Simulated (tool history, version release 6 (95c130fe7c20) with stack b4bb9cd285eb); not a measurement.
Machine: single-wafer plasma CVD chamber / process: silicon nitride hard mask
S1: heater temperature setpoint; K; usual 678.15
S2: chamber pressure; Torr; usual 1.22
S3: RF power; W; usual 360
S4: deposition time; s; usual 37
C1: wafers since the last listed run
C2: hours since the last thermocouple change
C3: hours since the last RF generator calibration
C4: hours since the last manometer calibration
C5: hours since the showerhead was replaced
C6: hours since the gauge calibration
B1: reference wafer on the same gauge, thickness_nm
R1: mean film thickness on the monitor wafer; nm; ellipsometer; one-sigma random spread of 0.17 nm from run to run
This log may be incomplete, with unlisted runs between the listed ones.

| run | hour | S1 | S2 | S3 | S4 | C1 | C2 | C3 | C4 | C5 | C6 | B1 | R1 |
|---|---|---|---|---|---|---|---|---|---|---|---|---|---|
| 1 | 0 | 678.15 | 1.22 | 360 | 37 | 0 | 3072.6 | 1195.5 | 2038.2 | 6043.5 | 183 | 35.216 | 40.946 |
| 2 | 12.8 | 678.15 | 1.22 | 360 | 37 | 220 | 3085.4 | 1208.3 | 2051 | 6056.3 | 195.8 | 35.196 | 40.602 |
| 3 | 30.2 | 678.15 | 1.22 | 360 | 37 | 300 | 3102.8 | 1225.7 | 2068.4 | 6073.7 | 213.2 | 35.234 | 40.9 |
| 4 | 60.7 | 678.15 | 1.22 | 360 | 37 | 526 | 3133.3 | 1256.2 | 2098.9 | 6104.2 | 243.7 | 35.197 | 40.665 |
| 5 | 95.4 | 678.15 | 1.22 | 360 | 37 | 598 | 3168 | 1290.9 | 2133.6 | 6138.9 | 278.4 | 35.037 | 40.735 |
| 6 | 128.8 | 678.15 | 1.22 | 360 | 37 | 576 | 3201.4 | 1324.3 | 2167 | 6172.3 | 311.8 | 34.986 | 40.773 |
|  | 165.6 | showerhead replaced |
| 7 | 166.1 | 678.15 | 1.41 | 360 | 37 | 505 | 3238.7 | 1361.6 | 2204.3 | 0.5 | 349.1 | 34.865 | 41.582 |
| 8 | 181.1 | 678.15 | 1.41 | 360 | 37 | 258 | 3253.7 | 1376.6 | 2219.3 | 15.5 | 364.1 | 34.794 | 41.754 |
| 9 | 194.6 | 678.15 | 1.22 | 360 | 37 | 233 | 3267.2 | 1390.1 | 2232.8 | 29 | 377.6 | 34.792 | 40.332 |
| 10 | 225.8 | 678.15 | 1.22 | 360 | 37 | 538 | 3298.4 | 1421.3 | 2264 | 60.2 | 408.8 | 34.779 | 40.209 |
|  | 245.6 | RF generator calibrated |
| 11 | 261.7 | 678.15 | 1.22 | 360 | 32.3 | 481 | 3334.3 | 16.1 | 2299.9 | 96.1 | 444.7 | 34.612 | 34.919 |
| 12 | 279.4 | 688.15 | 1.22 | 360 | 37 | 305 | 3352 | 33.8 | 2317.6 | 113.8 | 462.4 | 34.588 | 39.491 |
|  | 290 | thermocouple changed; heater temperature recalibrated |
|  | 304.1 | gauge calibrated |
| 13 | 313.3 | 683.15 | 1.01 | 390 | 41.1 | 447 | 23.3 | 67.7 | 2351.5 | 147.7 | 9.2 | 35.147 | 45.863 |
| 14 | 346.7 | 678.15 | 1.22 | 360 | 37 | 576 | 56.7 | 101.1 | 2384.9 | 181.1 | 42.6 | 35.168 | 40.793 |
|  | 374.5 | capacitance manometer re-zeroed and calibrated |
| 15 | 375 | 687.15 | 1.3 | 360 | 40.7 | 350 | 85 | 129.4 | 0.5 | 209.4 | 70.9 | 35.142 | 45.362 |
| 16 | 401.4 | 678.15 | 1.22 | 360 | 37 | 455 | 111.4 | 155.8 | 26.9 | 235.8 | 97.3 | 35.159 | 40.704 |
| 17 | 434.6 | 678.15 | 0.97 | 360 | 30.4 | 573 | 144.6 | 189 | 60.1 | 269 | 130.5 | 35.131 | 32.077 |
| 18 | 456.1 | 678.15 | 1.07 | 400 | 39.9 | 371 | 166.1 | 210.5 | 81.6 | 290.5 | 152 | 35.019 | 46.004 |
| 19 | 473.9 | 678.15 | 1.22 | 290 | 37 | 307 | 183.9 | 228.3 | 99.4 | 308.3 | 169.8 | 35.112 | 33.866 |
| 20 | 508.8 | 678.15 | 1.22 | 360 | 37 | 602 | 218.8 | 263.2 | 134.3 | 343.2 | 204.7 | 35.034 | 40.395 |
| 21 | 521.5 | 687.15 | 1.44 | 385 | 40 | 219 | 231.5 | 275.9 | 147 | 355.9 | 217.4 | 35.05 | 47.734 |
| 22 | 534.4 | 678.15 | 1.22 | 360 | 37 | 222 | 244.4 | 288.8 | 159.9 | 368.8 | 230.3 | 34.979 | 40.715 |

Each row is a separate what-if for the run after 22, all from the same tool condition, not one after another. Results?
| A | 534.8 | 678.15 | 1.22 | 360 | 37 | 6 | 244.8 | 289.2 | 160.3 | 369.2 | 230.7 | ? | ? |
| B | 534.8 | 692.15 | 1.22 | 360 | 37 | 6 | 244.8 | 289.2 | 160.3 | 369.2 | 230.7 | ? | ? |
| C | 534.8 | 670.15 | 1.41 | 360 | 30.5 | 6 | 244.8 | 289.2 | 160.3 | 369.2 | 230.7 | ? | ? |
| D | 534.8 | 691.15 | 1.22 | 360 | 37 | 6 | 244.8 | 289.2 | 160.3 | 369.2 | 230.7 | ? | ? |
| E | 534.8 | 664.15 | 1.49 | 360 | 37 | 6 | 244.8 | 289.2 | 160.3 | 369.2 | 230.7 | ? | ? |

| run | B1 | R1 |
|---|---|---|
| A | 35.032 | 40.778 |
| B | 35.032 | 40.494 |
| C | 35.032 | 34.801 |
| D | 35.032 | 40.515 |
| E | 35.032 | 42.816 |
Without the tool's hidden state the same runs would have given:
| run | R1 |
|---|---|
| A | 41.124 |
| B | 40.838 |
| C | 35.096 |
| D | 40.859 |
| E | 43.179 |

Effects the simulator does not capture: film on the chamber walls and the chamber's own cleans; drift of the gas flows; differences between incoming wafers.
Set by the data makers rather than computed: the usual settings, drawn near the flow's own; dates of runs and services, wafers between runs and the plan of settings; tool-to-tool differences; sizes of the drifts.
